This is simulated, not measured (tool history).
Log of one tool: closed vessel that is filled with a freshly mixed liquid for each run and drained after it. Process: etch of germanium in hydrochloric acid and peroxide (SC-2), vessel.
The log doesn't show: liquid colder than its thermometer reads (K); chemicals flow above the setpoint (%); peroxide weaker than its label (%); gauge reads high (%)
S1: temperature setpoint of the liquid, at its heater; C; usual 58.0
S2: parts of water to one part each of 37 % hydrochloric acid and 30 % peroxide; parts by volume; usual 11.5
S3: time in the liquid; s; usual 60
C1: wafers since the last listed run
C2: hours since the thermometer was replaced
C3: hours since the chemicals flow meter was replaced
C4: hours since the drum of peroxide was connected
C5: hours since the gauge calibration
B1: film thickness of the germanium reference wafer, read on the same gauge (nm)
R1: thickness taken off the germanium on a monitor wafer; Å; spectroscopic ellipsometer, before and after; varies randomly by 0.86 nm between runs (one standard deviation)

{"run": 1, "hour": 0.0, "S1": 58.0, "S2": 11.5, "S3": 40, "C1": 0, "C2": 282.9, "C3": 143.9, "C4": 1002.4, "C5": 196.6, "B1": 60.0, "R1": 925.6}
{"run": 2, "hour": 18.4, "S1": 58.0, "S2": 11.5, "S3": 40, "C1": 2211, "C2": 301.3, "C3": 162.3, "C4": 1020.8, "C5": 215.0, "B1": 60.0, "R1": 921.5}
{"run": 3, "hour": 43.0, "S1": 58.0, "S2": 11.5, "S3": 40, "C1": 2956, "C2": 325.9, "C3": 186.9, "C4": 1045.4, "C5": 239.6, "B1": 60.03, "R1": 920.0}
{"run": 4, "hour": 73.7, "S1": 58.0, "S2": 11.5, "S3": 60, "C1": 3689, "C2": 356.6, "C3": 217.6, "C4": 1076.1, "C5": 270.3, "B1": 60.03, "R1": 1386.9}
{"run": 5, "hour": 95.1, "S1": 58.0, "S2": 11.5, "S3": 60, "C1": 2571, "C2": 378.0, "C3": 239.0, "C4": 1097.5, "C5": 291.7, "B1": 60.0, "R1": 1365.7}
{"run": 6, "hour": 118.1, "S1": 58.0, "S2": 11.5, "S3": 60, "C1": 2763, "C2": 401.0, "C3": 262.0, "C4": 1120.5, "C5": 314.7, "B1": 59.98, "R1": 1367.8}
{"run": 7, "hour": 132.5, "S1": 58.0, "S2": 11.5, "S3": 60, "C1": 1730, "C2": 415.4, "C3": 276.4, "C4": 1134.9, "C5": 329.1, "B1": 60.02, "R1": 1352.8}
{"run": 8, "hour": 159.7, "S1": 58.0, "S2": 11.5, "S3": 60, "C1": 3268, "C2": 442.6, "C3": 303.6, "C4": 1162.1, "C5": 356.3, "B1": 59.98, "R1": 1350.5}
{"run": 9, "hour": 189.7, "S1": 58.0, "S2": 11.5, "S3": 60, "C1": 3605, "C2": 472.6, "C3": 333.6, "C4": 1192.1, "C5": 386.3, "B1": 59.99, "R1": 1354.0}
{"run": 10, "hour": 204.3, "S1": 58.0, "S2": 11.5, "S3": 45, "C1": 1754, "C2": 487.2, "C3": 348.2, "C4": 1206.7, "C5": 400.9, "B1": 60.05, "R1": 1012.9}
{"run": 11, "hour": 234.8, "S1": 63.5, "S2": 11.5, "S3": 60, "C1": 3665, "C2": 517.7, "C3": 378.7, "C4": 1237.2, "C5": 431.4, "B1": 60.02, "R1": 1584.5}
{"run": 12, "hour": 253.0, "S1": 58.0, "S2": 11.5, "S3": 60, "C1": 2187, "C2": 535.9, "C3": 396.9, "C4": 1255.4, "C5": 449.6, "B1": 59.98, "R1": 1329.2}
{"hour": 274.6, "done": "gauge calibrated"}
{"run": 13, "hour": 279.8, "S1": 51.0, "S2": 11.5, "S3": 60, "C1": 3220, "C2": 562.7, "C3": 423.7, "C4": 1282.2, "C5": 5.2, "B1": 60.05, "R1": 1086.3}
{"hour": 298.3, "done": "new drum of peroxide connected"}
{"run": 14, "hour": 304.5, "S1": 58.0, "S2": 11.5, "S3": 60, "C1": 2848, "C2": 587.4, "C3": 448.4, "C4": 6.2, "C5": 29.9, "B1": 60.01, "R1": 1319.9}
{"hour": 336.1, "done": "chemicals flow meter replaced"}
{"hour": 337.0, "done": "thermometer replaced"}
{"run": 15, "hour": 337.5, "S1": 63.5, "S2": 11.5, "S3": 60, "C1": 3739, "C2": 0.5, "C3": 1.4, "C4": 39.2, "C5": 62.9, "B1": 59.99, "R1": 1658.3}
{"run": 16, "hour": 348.3, "S1": 65.0, "S2": 13.5, "S3": 50, "C1": 1297, "C2": 11.3, "C3": 12.2, "C4": 50.0, "C5": 73.7, "B1": 60.03, "R1": 1409.1}
{"run": 17, "hour": 373.4, "S1": 49.5, "S2": 15.5, "S3": 30, "C1": 3016, "C2": 36.4, "C3": 37.3, "C4": 75.1, "C5": 98.8, "B1": 60.03, "R1": 531.6}
{"run": 18, "hour": 393.9, "S1": 66.5, "S2": 10.0, "S3": 60, "C1": 2463, "C2": 56.9, "C3": 57.8, "C4": 95.6, "C5": 119.3, "B1": 59.99, "R1": 1837.2}
{"run": 19, "hour": 420.6, "S1": 58.0, "S2": 11.5, "S3": 60, "C1": 3208, "C2": 83.6, "C3": 84.5, "C4": 122.3, "C5": 146.0, "B1": 60.0, "R1": 1409.9}
{"run": 20, "hour": 441.7, "S1": 61.5, "S2": 11.5, "S3": 30, "C1": 2535, "C2": 104.7, "C3": 105.6, "C4": 143.4, "C5": 167.1, "B1": 60.04, "R1": 785.0}

Alternative continuations, all from the tool just after run 20; predict every row:
{"run": "A", "hour": 442.4, "S1": 58.0, "S2": 11.5, "S3": 85, "C1": 84, "C2": 105.4, "C3": 106.3, "C4": 144.1, "C5": 167.8, "B1": "?", "R1": "?"}
{"run": "B", "hour": 442.4, "S1": 65.0, "S2": 11.5, "S3": 45, "C1": 84, "C2": 105.4, "C3": 106.3, "C4": 144.1, "C5": 167.8, "B1": "?", "R1": "?"}
{"run": "C", "hour": 442.4, "S1": 51.0, "S2": 7.0, "S3": 40, "C1": 84, "C2": 105.4, "C3": 106.3, "C4": 144.1, "C5": 167.8, "B1": "?", "R1": "?"}
{"run": "D", "hour": 442.4, "S1": 67.0, "S2": 9.5, "S3": 35, "C1": 84, "C2": 105.4, "C3": 106.3, "C4": 144.1, "C5": 167.8, "B1": "?", "R1": "?"}

run=A B1=60.00 R1=2002.4
run=B B1=60.00 R1=1298.8
run=C B1=60.00 R1=793.2
run=D B1=60.00 R1=1094.4
Without the tool's hidden state the same runs would have given:
run=A R1=2043.1
run=B R1=1324.0
run=C R1=810.5
run=D R1=1115.5
